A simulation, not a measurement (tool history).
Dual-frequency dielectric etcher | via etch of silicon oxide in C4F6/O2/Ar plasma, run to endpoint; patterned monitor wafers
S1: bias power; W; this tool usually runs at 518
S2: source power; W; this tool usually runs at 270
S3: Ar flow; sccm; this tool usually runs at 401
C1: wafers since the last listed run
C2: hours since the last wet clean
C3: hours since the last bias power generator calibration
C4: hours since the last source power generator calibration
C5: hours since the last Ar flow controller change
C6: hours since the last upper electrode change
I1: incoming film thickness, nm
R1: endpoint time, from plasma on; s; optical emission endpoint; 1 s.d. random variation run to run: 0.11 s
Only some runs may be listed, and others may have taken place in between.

| run | day | S1 | S2 | S3 | C1 | C2 | C3 | C4 | C5 | C6 | I1 | R1 |
|---|---|---|---|---|---|---|---|---|---|---|---|---|
| 1 | 0 | 518 | 270 | 457 | 0 | 299.6 | 4118.6 | 3375 | 5470 | 4068 | 79.6 | 20 |
| 2 | 0.325 | 518 | 270 | 457 | 126 | 307.4 | 4126.4 | 3382.8 | 5477.8 | 4075.8 | 79.5 | 19.7 |
| 3 | 0.642 | 518 | 270 | 437 | 123 | 315 | 4134 | 3390.4 | 5485.4 | 4083.4 | 80 | 19.9 |
| 4 | 1.096 | 518 | 270 | 437 | 176 | 325.9 | 4144.9 | 3401.3 | 5496.3 | 4094.3 | 80.1 | 19.9 |
| 5 | 1.817 | 518 | 270 | 401 | 280 | 343.2 | 4162.2 | 3418.6 | 5513.6 | 4111.6 | 80 | 19.5 |
| 6 | 2.229 | 518 | 270 | 401 | 160 | 353.1 | 4172.1 | 3428.5 | 5523.5 | 4121.5 | 79.9 | 19.5 |
|  | 3.442 | source power generator calibrated |
|  | 3.458 | upper electrode replaced, of another model than before |
|  | 3.521 | Ar flow controller replaced |
| 7 | 3.542 | 518 | 270 | 401 | 415 | 384.6 | 4203.6 | 2.4 | 0.5 | 2 | 79 | 19.5 |
| 8 | 3.554 | 518 | 270 | 401 | 4 | 384.9 | 4203.9 | 2.7 | 0.8 | 2.3 | 80.6 | 19.7 |
| 9 | 3.654 | 602 | 320 | 333 | 38 | 387.3 | 4206.3 | 5.1 | 3.2 | 4.7 | 80.9 | 17.7 |
| 10 | 5.325 | 645 | 310 | 447 | 650 | 427.4 | 4246.4 | 45.2 | 43.3 | 44.8 | 80 | 17.7 |
| 11 | 5.783 | 518 | 270 | 401 | 178 | 438.4 | 4257.4 | 56.2 | 54.3 | 55.8 | 79.5 | 19.2 |
|  | 8.242 | wet clean of the chamber |
| 12 | 8.262 | 478 | 270 | 438 | 575 | 0.5 | 4316.9 | 115.7 | 113.8 | 115.3 | 79.7 | 20.9 |
| 13 | 8.312 | 475 | 270 | 401 | 19 | 1.7 | 4318.1 | 116.9 | 115 | 116.5 | 80 | 20.8 |
| 14 | 8.621 | 518 | 270 | 356 | 120 | 9.1 | 4325.5 | 124.3 | 122.4 | 123.9 | 79.7 | 19.9 |
| 15 | 8.962 | 518 | 270 | 440 | 133 | 17.3 | 4333.7 | 132.5 | 130.6 | 132.1 | 80.1 | 20.6 |
| 16 | 9.542 | 626 | 210 | 477 | 225 | 31.2 | 4347.6 | 146.4 | 144.5 | 146 | 79.7 | 20.6 |
| 17 | 9.804 | 518 | 270 | 462 | 102 | 37.5 | 4353.9 | 152.7 | 150.8 | 152.3 | 80.2 | 20.6 |
|  | 10.662 | bias power generator calibrated |
| 18 | 10.683 | 423 | 340 | 401 | 277 | 58.6 | 0.5 | 173.8 | 171.9 | 173.4 | 80 | 20.2 |
| 19 | 10.858 | 518 | 330 | 351 | 68 | 62.8 | 4.7 | 178 | 176.1 | 177.6 | 80.1 | 19 |
| 20 | 11.567 | 554 | 270 | 401 | 275 | 79.8 | 21.7 | 195 | 193.1 | 194.6 | 79.6 | 19.5 |
| 21 | 13.612 | 518 | 270 | 452 | 796 | 128.9 | 70.8 | 244.1 | 242.2 | 243.7 | 79.6 | 20.3 |
| 22 | 14.112 | 518 | 270 | 401 | 194 | 140.9 | 82.8 | 256.1 | 254.2 | 255.7 | 79.9 | 20 |
| 23 | 14.738 | 446 | 270 | 401 | 243 | 155.9 | 97.8 | 271.1 | 269.2 | 270.7 | 79.2 | 20.7 |
| 24 | 15.162 | 587 | 240 | 437 | 165 | 166.1 | 108 | 281.3 | 279.4 | 280.9 | 80.4 | 20.2 |
| 25 | 15.662 | 409 | 220 | 324 | 194 | 178.1 | 120 | 293.3 | 291.4 | 292.9 | 80.9 | 22.3 |
| 26 | 15.967 | 518 | 270 | 401 | 118 | 185.4 | 127.3 | 300.6 | 298.7 | 300.2 | 79.6 | 19.8 |
| 27 | 16.254 | 442 | 300 | 431 | 111 | 192.3 | 134.2 | 307.5 | 305.6 | 307.1 | 78.6 | 20 |
| 28 | 16.971 | 433 | 270 | 428 | 279 | 209.5 | 151.4 | 324.7 | 322.8 | 324.3 | 79.2 | 20.8 |
| 29 | 17.679 | 630 | 270 | 485 | 275 | 226.5 | 168.4 | 341.7 | 339.8 | 341.3 | 80.6 | 19.3 |

4 options for the next run, each taken on its own from the tool as it stands now. Forecast them:
| A | 17.696 | 518 | 270 | 401 | 6 | 226.9 | 168.8 | 342.1 | 340.2 | 341.7 | 80.5 | ? |
| B | 17.696 | 421 | 270 | 401 | 6 | 226.9 | 168.8 | 342.1 | 340.2 | 341.7 | 80.5 | ? |
| C | 17.696 | 518 | 300 | 488 | 6 | 226.9 | 168.8 | 342.1 | 340.2 | 341.7 | 80.5 | ? |
| D | 17.696 | 518 | 270 | 459 | 6 | 226.9 | 168.8 | 342.1 | 340.2 | 341.7 | 80.5 | ? |

| run | R1 |
|---|---|
| A | 19.9 |
| B | 21.2 |
| C | 19.8 |
| D | 20.2 |
The same runs, with their run-to-run variation unchanged, on a tool lacking any hidden condition would have given:
| run | R1 |
|---|---|
| A | 20.4 |
| B | 21.7 |
| C | 20.3 |
| D | 20.7 |
